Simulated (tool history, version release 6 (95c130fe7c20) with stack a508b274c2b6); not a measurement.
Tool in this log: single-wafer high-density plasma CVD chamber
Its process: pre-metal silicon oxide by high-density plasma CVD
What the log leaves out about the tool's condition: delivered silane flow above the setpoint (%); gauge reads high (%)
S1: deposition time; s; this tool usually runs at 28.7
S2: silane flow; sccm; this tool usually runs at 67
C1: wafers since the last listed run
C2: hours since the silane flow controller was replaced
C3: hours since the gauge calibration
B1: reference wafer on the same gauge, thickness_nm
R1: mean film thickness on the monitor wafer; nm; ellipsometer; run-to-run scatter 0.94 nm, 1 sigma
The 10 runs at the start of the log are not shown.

Run 11, hour 788.6: usual settings but S2 78 sccm; C1 7067; C2 1414.0; C3 1721.9; B1 201.920. Result: R1 214.634 nm.
At hour 844.1: silane flow controller replaced.
Run 12, hour 864.4: usual settings; C1 2293; C2 20.3; C3 1797.7; B1 201.989. Result: R1 190.274 nm.
Run 13, hour 925.1: usual settings; C1 2053; C2 81.0; C3 1858.4; B1 201.983. Result: R1 191.342 nm.
Run 14, hour 1016.6: usual settings but S1 30.0 s; C1 3095; C2 172.5; C3 1949.9; B1 202.045. Result: R1 197.504 nm.
Run 15, hour 1106.6: usual settings; C1 3044; C2 262.5; C3 2039.9; B1 201.933. Result: R1 191.377 nm.
Run 16, hour 1212.2: usual settings; C1 3572; C2 368.1; C3 2145.5; B1 201.986. Result: R1 188.895 nm.
Run 17, hour 1274.6: usual settings; C1 2111; C2 430.5; C3 2207.9; B1 201.838. Result: R1 190.218 nm.
Run 18, hour 1362.9: usual settings; C1 2987; C2 518.8; C3 2296.2; B1 202.022. Result: R1 188.140 nm.
Run 19, hour 1453.5: usual settings but S1 33.0 s, S2 75 sccm; C1 3065; C2 609.4; C3 2386.8; B1 201.711. Result: R1 244.368 nm.
Run 20, hour 1535.1: usual settings but S1 33.5 s, S2 75 sccm; C1 2760; C2 691.0; C3 2468.4; B1 202.334. Result: R1 245.746 nm.
At hour 1580.4: gauge calibrated.
Run 21, hour 1618.2: usual settings; C1 2811; C2 774.1; C3 37.8; B1 201.938. Result: R1 191.092 nm.
Run 22, hour 1754.3: usual settings but S1 31.1 s, S2 78 sccm; C1 4604; C2 910.2; C3 173.9; B1 202.081. Result: R1 235.954 nm.
Run 23, hour 1803.9: usual settings; C1 1678; C2 959.8; C3 223.5; B1 202.073. Result: R1 188.135 nm.
Run 24, hour 1879.2: usual settings; C1 2547; C2 1035.1; C3 298.8; B1 202.047. Result: R1 188.848 nm.
Run 25, hour 1945.5: usual settings but S1 33.6 s, S2 74 sccm; C1 2242; C2 1101.4; C3 365.1; B1 201.845. Result: R1 241.919 nm.
Run 26, hour 2039.7: usual settings but S1 23.9 s; C1 3186; C2 1195.6; C3 459.3; B1 202.074. Result: R1 155.750 nm.
Run 27, hour 2128.4: usual settings but S1 32.3 s, S2 60 sccm; C1 3000; C2 1284.3; C3 548.0; B1 202.105. Result: R1 190.438 nm.
Run 28, hour 2173.6: usual settings but S1 26.7 s, S2 62 sccm; C1 1529; C2 1329.5; C3 593.2; B1 201.898. Result: R1 161.615 nm.
Run 29, hour 2216.6: usual settings but S1 32.3 s, S2 54 sccm; C1 1454; C2 1372.5; C3 636.2; B1 201.841. Result: R1 174.178 nm.

Predict the results of run 30:
Run 30, hour 2263.7: usual settings but S1 26.9 s, S2 55 sccm; C1 1593; C2 1419.6; C3 683.3; B1 ?. Result: R1 ?.

{"run 30": {"B1": 201.899, "R1": 147.463}}
With no hidden state in the tool, this same run would have given R1 150.249 nm.
